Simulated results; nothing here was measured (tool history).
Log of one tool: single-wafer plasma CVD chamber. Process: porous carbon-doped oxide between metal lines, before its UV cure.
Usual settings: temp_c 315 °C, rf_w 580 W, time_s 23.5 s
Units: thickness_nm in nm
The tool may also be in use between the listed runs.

run    hour  temp_c  rf_w  time_s  wafers since the last listed run  hours since the last thermocouple change  hours since the last RF generator calibration  hours since the showerhead was replaced  hours since the gauge calibration  read-back reference wafer on the same gauge, thickness_nm  thickness_nm
  1       0     315   580    23.5                                 0                                     984.3                                            704                                   2275.8                              402.3                                                    114.908       129.174
  2      36     315   580    23.5                               636                                    1020.3                                            740                                   2311.8                              438.3                                                    114.949       129.468
         54  -- thermocouple changed; heater temperature recalibrated
  3    60.1     315   580    23.5                               284                                       6.1                                          764.1                                   2335.9                              462.4                                                    114.914        127.78
  4   121.6     315   580    23.5                              1088                                      67.6                                          825.6                                   2397.4                              523.9                                                    114.974       127.974
  5   193.3     315   580    22.2                              1268                                     139.3                                          897.3                                   2469.1                              595.6                                                    114.971       121.076
  6   264.5     315   580    22.2                              1259                                     210.5                                          968.5                                   2540.3                              666.8                                                    114.961       120.893
  7   325.8     315   580    23.5                              1084                                     271.8                                         1029.8                                   2601.6                              728.1                                                    115.036       128.252
  8   374.7     315   580    23.5                               865                                     320.7                                         1078.7                                   2650.5                                777                                                    114.969       128.075
  9   531.9     315   580    23.5                              2781                                     477.9                                         1235.9                                   2807.7                              934.2                                                    115.016        127.49
 10   601.2     315   580    23.5                              1226                                     547.2                                         1305.2                                     2877                             1003.5                                                    114.981       127.353
 11   658.5     315   580    23.5                              1013                                     604.5                                         1362.5                                   2934.3                             1060.8                                                    114.985       127.465
 12   717.8     323   580    27.2                              1049                                     663.8                                         1421.8                                   2993.6                             1120.1                                                    114.894        141.06
 13   746.8     323   580    27.2                               513                                     692.8                                         1450.8                                   3022.6                             1149.1                                                    115.051       141.147
 14   809.6     323   580    27.2                              1111                                     755.6                                         1513.6                                   3085.4                             1211.9                                                    115.028       141.432
 15   835.5     315   525    20.5                               458                                     781.5                                         1539.5                                   3111.3                             1237.8                                                    114.973       100.941
 16   869.3     315   525    20.5                               597                                     815.3                                         1573.3                                   3145.1                             1271.6                                                    115.026       100.827
 17   940.2     324   645    24.9                              1254                                     886.2                                         1644.2                                     3216                             1342.5                                                    114.962       142.797
 18   980.7     328   655    21.4                               716                                     926.7                                         1684.7                                   3256.5                               1383                                                     114.94       123.292
     1030.3  -- gauge calibrated
 19  1040.3     315   580    23.5                              1054                                     986.3                                         1744.3                                   3316.1                                 10                                                     115.02       127.192
 20  1090.8     315   640    23.5                               893                                    1036.8                                         1794.8                                   3366.6                               60.5                                                    115.049       139.884
 21  1154.2     329   670    26.5                              1121                                    1100.2                                         1858.2                                     3430                              123.9                                                    115.042       153.614
     1164.8  -- showerhead replaced
     1179.8  -- RF generator calibrated
 22  1180.2     315   580    23.5                               176                                    1126.2                                            0.4                                     15.4                              149.9                                                    115.014       130.676
     1195.1  -- thermocouple changed; heater temperature recalibrated
 23    1237     315   580    23.5                               863                                      41.9                                           57.2                                     72.2                              206.7                                                    114.906       127.923
 24  1300.4     315   580    23.5                              1121                                     105.3                                          120.6                                    135.6                              270.1                                                    114.992        127.74
 25    1338     315   580    23.5                               665                                     142.9                                          158.2                                    173.2                              307.7                                                    115.047       128.266
 26  1364.3     315   580    27.3                               465                                     169.2                                          184.5                                    199.5                                334                                                    114.985       148.302
 27  1402.4     302   580    23.5                               674                                     207.3                                          222.6                                    237.6                              372.1                                                     114.94        136.16
 28    1432     315   580    23.5                               523                                     236.9                                          252.2                                    267.2                              401.7                                                    115.032       127.999
 29  1457.1     326   580    23.5                               444                                       262                                          277.3                                    292.3                              426.8                                                    114.952       122.154
 30  1487.4     315   580    21.9                               536                                     292.3                                          307.6                                    322.6                              457.1                                                    114.981       119.604
 31  1528.7     310   495    20.2                               730                                     333.6                                          348.9                                    363.9                              498.4                                                    115.037        95.784
 32  1597.8     327   675      28                              1222                                     402.7                                            418                                      433                              567.5                                                    115.008       165.928

How the hidden state differs across the entries between the runs, from the last listed run before each to the first after it:
Between runs 2 and 3: thermocouple changed; heater temperature recalibrated (hour 54)
  wafer temperature above the value expected at the setpoint (K): -3.43 -> -0.876; delivered RF power above the setpoint (%): -0.558 -> -0.585
  measured less the result without the state, thickness_nm: +1.334 -> -0.215 nm
Between runs 18 and 19: gauge calibrated (hour 1030.3)
  wafer temperature above the value expected at the setpoint (K): -3.48 -> -3.83; delivered RF power above the setpoint (%): -2.28 -> -2.44
  measured less the result without the state, thickness_nm: -0.883 -> -0.823 nm
Between runs 21 and 22: showerhead replaced (hour 1164.8); RF generator calibrated (hour 1179.8)
  wafer temperature above the value expected at the setpoint (K): -4.55 -> -4.72; delivered RF power above the setpoint (%): -2.74 -> -0.11
  measured less the result without the state, thickness_nm: -1.101 -> +2.677 nm
Between runs 22 and 23: thermocouple changed; heater temperature recalibrated (hour 1195.1)
  wafer temperature above the value expected at the setpoint (K): -4.72 -> 0.253; delivered RF power above the setpoint (%): -0.11 -> -0.112
  measured less the result without the state, thickness_nm: +2.677 -> -0.288 nm
